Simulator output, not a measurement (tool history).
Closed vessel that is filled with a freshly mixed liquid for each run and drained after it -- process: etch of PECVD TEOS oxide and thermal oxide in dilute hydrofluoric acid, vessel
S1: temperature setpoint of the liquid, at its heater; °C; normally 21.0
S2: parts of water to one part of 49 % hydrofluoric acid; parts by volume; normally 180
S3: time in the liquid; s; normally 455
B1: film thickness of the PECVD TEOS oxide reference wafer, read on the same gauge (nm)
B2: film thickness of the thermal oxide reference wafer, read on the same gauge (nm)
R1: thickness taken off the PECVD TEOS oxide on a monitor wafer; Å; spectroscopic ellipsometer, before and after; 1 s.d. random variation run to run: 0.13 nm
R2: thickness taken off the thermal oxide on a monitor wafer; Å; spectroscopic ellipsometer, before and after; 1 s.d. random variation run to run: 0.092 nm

run	hour	S1	S2	S3	B1	B2	R1	R2
1	0.0	21.0	180	455	119.97	60.00	153.8	85.6
2	10.4	24.5	180	455	120.02	59.99	174.9	97.3
3	27.9	21.0	260	550	119.97	59.99	118.7	65.4
# hour 30.9: hydrofluoric acid flow meter replaced
4	41.6	21.0	265	455	119.99	59.99	87.3	48.2
5	59.1	23.0	180	275	120.00	60.01	92.6	50.3
6	68.9	17.0	250	455	120.01	60.00	80.8	44.5
7	79.6	21.0	145	455	120.00	60.00	181.5	100.3
8	86.4	21.0	220	285	119.99	60.00	68.6	37.8
# hour 94.1: thermometer replaced
9	103.3	24.5	135	215	120.00	60.00	107.5	58.0
10	116.0	21.0	130	630	120.01	59.99	282.9	158.6
11	122.9	17.0	260	455	120.01	60.01	76.4	42.6
# hour 133.4: hydrofluoric acid flow meter replaced, repeated, since the last time left the tool worse
12	133.9	21.0	180	455	120.00	59.99	169.7	93.3
13	139.9	19.5	205	555	120.00	59.97	164.1	90.5
14	154.3	23.5	210	605	120.01	60.01	202.7	113.3
15	163.0	21.0	180	455	119.99	60.01	165.7	93.4
16	172.2	17.0	250	455	120.01	60.00	95.5	54.0
17	183.6	24.5	145	715	119.98	59.99	387.9	214.5
18	233.8	23.5	180	355	119.99	60.01	142.1	78.9
19	244.0	25.5	260	635	120.00	60.00	174.0	96.2
20	255.5	17.5	120	330	120.01	60.01	166.2	92.3
21	287.7	23.5	255	230	119.98	60.00	59.0	32.6
22	295.2	24.0	260	455	120.00	59.99	117.1	64.9
23	311.5	23.5	115	185	119.98	60.01	123.9	67.7
24	319.3	21.0	180	455	120.00	59.99	164.8	91.0
25	325.9	21.0	180	455	119.99	59.99	163.7	90.4

Consider 5 possible next runs. They are alternatives, not a sequence: every one starts from the tool as it was left by run 25. What does each give?
A	326.7	21.0	180	455	?	?	?	?
B	326.7	17.5	155	455	?	?	?	?
C	326.7	22.5	255	455	?	?	?	?
D	326.7	17.5	265	290	?	?	?	?
E	326.7	21.0	260	630	?	?	?	?

run	B1	B2	R1	R2
A	120.00	59.99	162.9	91.3
B	120.00	59.99	169.0	94.7
C	120.00	59.99	112.5	63.1
D	120.00	59.99	56.8	31.8
E	120.00	59.99	144.0	80.7
What these runs would have given with no unlogged condition in the tool:
run	R1	R2
A	170.0	95.3
B	176.2	98.8
C	117.7	66.0
D	59.4	33.3
E	150.6	84.4

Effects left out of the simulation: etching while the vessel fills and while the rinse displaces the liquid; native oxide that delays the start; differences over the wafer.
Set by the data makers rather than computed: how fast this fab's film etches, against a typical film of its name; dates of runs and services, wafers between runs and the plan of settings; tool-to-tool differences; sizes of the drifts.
